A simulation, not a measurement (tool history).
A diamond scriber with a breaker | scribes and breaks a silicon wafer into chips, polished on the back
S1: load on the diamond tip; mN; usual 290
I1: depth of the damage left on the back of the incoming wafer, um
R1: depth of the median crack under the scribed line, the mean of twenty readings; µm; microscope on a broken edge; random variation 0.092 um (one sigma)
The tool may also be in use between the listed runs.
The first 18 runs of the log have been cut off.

run	day	S1	I1	R1
19	53.108	228	0.02	9.63
20	56.638	349	0.04	11.16
21	58.938	290	0.04	10.51
# day 60.075: diamond tip replaced by a new one
22	62.267	290	0.04	10.46
23	66.542	343	0.02	11.22
24	70.8	290	0.04	10.64
25	74.208	209	0.02	9.68
26	77.325	290	0.03	10.74
# day 80.108: diamond tip replaced by a new one
27	90.475	245	0.02	10.25
28	92.629	211	0.04	9.79
29	96.479	218	0.01	9.91
30	98.546	325	0.02	11
31	100.354	320	0.01	11.21
# day 101.738: diamond tip replaced by a new one
32	104.483	373	0.03	12.02

Alternative continuations, all from the tool just after run 32; predict every row:
A	104.512	290	0.02	?
B	104.512	240	0.02	?
C	104.512	226	0.02	?
D	104.512	319	0.02	?
E	104.512	221	0.02	?

run	R1
A	11
B	10.36
C	10.18
D	11.36
E	10.11
With the hidden condition removed and each run's random variation left untouched, the same runs would have given:
run	R1
A	10.51
B	9.9
C	9.73
D	10.86
E	9.66
